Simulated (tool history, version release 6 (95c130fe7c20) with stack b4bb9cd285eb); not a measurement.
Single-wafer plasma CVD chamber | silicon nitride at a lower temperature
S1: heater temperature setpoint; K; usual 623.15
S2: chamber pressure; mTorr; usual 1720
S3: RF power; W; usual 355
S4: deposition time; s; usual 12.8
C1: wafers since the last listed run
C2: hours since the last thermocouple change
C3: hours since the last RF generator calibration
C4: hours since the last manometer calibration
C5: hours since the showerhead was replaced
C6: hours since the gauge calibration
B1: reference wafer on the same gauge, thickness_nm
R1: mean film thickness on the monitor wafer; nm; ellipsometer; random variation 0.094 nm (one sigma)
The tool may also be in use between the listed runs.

run 1 hour=0 | S1=623.15 S2=1720 S3=355 S4=12.8 | C1=0 C2=932.5 C3=515.7 C4=1589.8 C5=3632.2 C6=861.7 | B1=17.829 | R1=17.505
run 2 hour=48.4 | S1=623.15 S2=1720 S3=355 S4=12.8 | C1=1514 C2=980.9 C3=564.1 C4=1638.2 C5=3680.6 C6=910.1 | B1=17.809 | R1=17.335
run 3 hour=91 | S1=623.15 S2=1980 S3=355 S4=12.8 | C1=1333 C2=1023.5 C3=606.7 C4=1680.8 C5=3723.2 C6=952.7 | B1=17.796 | R1=17.812
run 4 hour=128.5 | S1=631.15 S2=1720 S3=355 S4=12.8 | C1=1173 C2=1061 C3=644.2 C4=1718.3 C5=3760.7 C6=990.2 | B1=17.764 | R1=17.349
run 5 hour=186.2 | S1=631.15 S2=1720 S3=355 S4=12.8 | C1=1806 C2=1118.7 C3=701.9 C4=1776 C5=3818.4 C6=1047.9 | B1=17.787 | R1=17.304
run 6 hour=257.6 | S1=627.15 S2=1720 S3=355 S4=12.8 | C1=2234 C2=1190.1 C3=773.3 C4=1847.4 C5=3889.8 C6=1119.3 | B1=17.822 | R1=17.259
-- hour=287.9 thermocouple changed; heater temperature recalibrated
run 7 hour=301.9 | S1=623.15 S2=1720 S3=335 S4=12.8 | C1=1136 C2=14 C3=817.6 C4=1891.7 C5=3934.1 C6=1163.6 | B1=17.813 | R1=16.844
run 8 hour=339.1 | S1=610.15 S2=1410 S3=355 S4=12.8 | C1=1164 C2=51.2 C3=854.8 C4=1928.9 C5=3971.3 C6=1200.8 | B1=17.803 | R1=16.905
-- hour=417.4 showerhead replaced
-- hour=442.5 capacitance manometer re-zeroed and calibrated
run 9 hour=475 | S1=623.15 S2=1830 S3=355 S4=12.8 | C1=3752 C2=187.1 C3=990.7 C4=32.5 C5=57.6 C6=1336.7 | B1=17.777 | R1=17.404
run 10 hour=546.8 | S1=617.15 S2=1840 S3=375 S4=11.9 | C1=2247 C2=258.9 C3=1062.5 C4=104.3 C5=129.4 C6=1408.5 | B1=17.757 | R1=16.718
run 11 hour=586.9 | S1=623.15 S2=1720 S3=355 S4=12.2 | C1=1255 C2=299 C3=1102.6 C4=144.4 C5=169.5 C6=1448.6 | B1=17.775 | R1=16.446
run 12 hour=639.3 | S1=623.15 S2=1720 S3=355 S4=12.8 | C1=1640 C2=351.4 C3=1155 C4=196.8 C5=221.9 C6=1501 | B1=17.782 | R1=17.267
run 13 hour=697.6 | S1=616.15 S2=1900 S3=375 S4=14.1 | C1=1824 C2=409.7 C3=1213.3 C4=255.1 C5=280.2 C6=1559.3 | B1=17.777 | R1=19.623
run 14 hour=758 | S1=623.15 S2=1720 S3=355 S4=12.8 | C1=1890 C2=470.1 C3=1273.7 C4=315.5 C5=340.6 C6=1619.7 | B1=17.823 | R1=17.082
run 15 hour=867.7 | S1=637.15 S2=1840 S3=295 S4=11.4 | C1=3433 C2=579.8 C3=1383.4 C4=425.2 C5=450.3 C6=1729.4 | B1=17.798 | R1=13.94
-- hour=877 RF generator calibrated
run 16 hour=895.4 | S1=623.15 S2=1720 S3=355 S4=12.8 | C1=616 C2=607.5 C3=18.4 C4=452.9 C5=478 C6=1757.1 | B1=17.761 | R1=17.435
-- hour=939.3 gauge calibrated
run 17 hour=1030.4 | S1=623.15 S2=1720 S3=300 S4=11.7 | C1=4225 C2=742.5 C3=153.4 C4=587.9 C5=613 C6=91.1 | B1=17.795 | R1=14.884
run 18 hour=1087.6 | S1=623.15 S2=1720 S3=310 S4=14.4 | C1=1790 C2=799.7 C3=210.6 C4=645.1 C5=670.2 C6=148.3 | B1=17.815 | R1=18.459
run 19 hour=1147.7 | S1=623.15 S2=1720 S3=355 S4=12.8 | C1=1881 C2=859.8 C3=270.7 C4=705.2 C5=730.3 C6=208.4 | B1=17.804 | R1=17.405
run 20 hour=1196.2 | S1=610.15 S2=1850 S3=375 S4=12.8 | C1=1518 C2=908.3 C3=319.2 C4=753.7 C5=778.8 C6=256.9 | B1=17.841 | R1=18.258
run 21 hour=1261.4 | S1=634.15 S2=2080 S3=400 S4=13.8 | C1=2040 C2=973.5 C3=384.4 C4=818.9 C5=844 C6=322.1 | B1=17.817 | R1=20.274
run 22 hour=1305.4 | S1=623.15 S2=1720 S3=395 S4=12.8 | C1=1377 C2=1017.5 C3=428.4 C4=862.9 C5=888 C6=366.1 | B1=17.775 | R1=18.259
run 23 hour=1351.3 | S1=623.15 S2=1720 S3=355 S4=12.8 | C1=1436 C2=1063.4 C3=474.3 C4=908.8 C5=933.9 C6=412 | B1=17.847 | R1=17.435
run 24 hour=1399.2 | S1=611.15 S2=1720 S3=355 S4=11.6 | C1=1499 C2=1111.3 C3=522.2 C4=956.7 C5=981.8 C6=459.9 | B1=17.788 | R1=15.715
-- hour=1418.8 thermocouple changed; heater temperature recalibrated
run 25 hour=1462.9 | S1=635.15 S2=1720 S3=330 S4=10.6 | C1=1743 C2=44.1 C3=585.9 C4=1020.4 C5=1045.5 C6=523.6 | B1=17.782 | R1=13.899
run 26 hour=1517.9 | S1=623.15 S2=1980 S3=405 S4=12.8 | C1=1721 C2=99.1 C3=640.9 C4=1075.4 C5=1100.5 C6=578.6 | B1=17.836 | R1=18.894
run 27 hour=1579.6 | S1=623.15 S2=1890 S3=355 S4=12.8 | C1=1931 C2=160.8 C3=702.6 C4=1137.1 C5=1162.2 C6=640.3 | B1=17.797 | R1=17.624

Forecast each of these 5 alternatives for the next run:
run A hour=1580 | S1=623.15 S2=1720 S3=355 S4=12.8 | C1=12 C2=161.2 C3=703 C4=1137.5 C5=1162.6 C6=640.7 | B1=? | R1=?
run B hour=1580 | S1=623.15 S2=1720 S3=355 S4=15.2 | C1=12 C2=161.2 C3=703 C4=1137.5 C5=1162.6 C6=640.7 | B1=? | R1=?
run C hour=1580 | S1=623.15 S2=1560 S3=355 S4=10.8 | C1=12 C2=161.2 C3=703 C4=1137.5 C5=1162.6 C6=640.7 | B1=? | R1=?
run D hour=1580 | S1=613.15 S2=2130 S3=375 S4=11.8 | C1=12 C2=161.2 C3=703 C4=1137.5 C5=1162.6 C6=640.7 | B1=? | R1=?
run E hour=1580 | S1=630.15 S2=1590 S3=355 S4=14.7 | C1=12 C2=161.2 C3=703 C4=1137.5 C5=1162.6 C6=640.7 | B1=? | R1=?

run=A B1=17.761 R1=17.364
run=B B1=17.761 R1=20.613
run=C B1=17.761 R1=14.427
run=D B1=17.761 R1=17.062
run=E B1=17.761 R1=19.625
Without the tool's hidden state the same runs would have given:
run=A R1=17.653
run=B R1=20.956
run=C R1=14.667
run=D R1=17.346
run=E R1=19.952
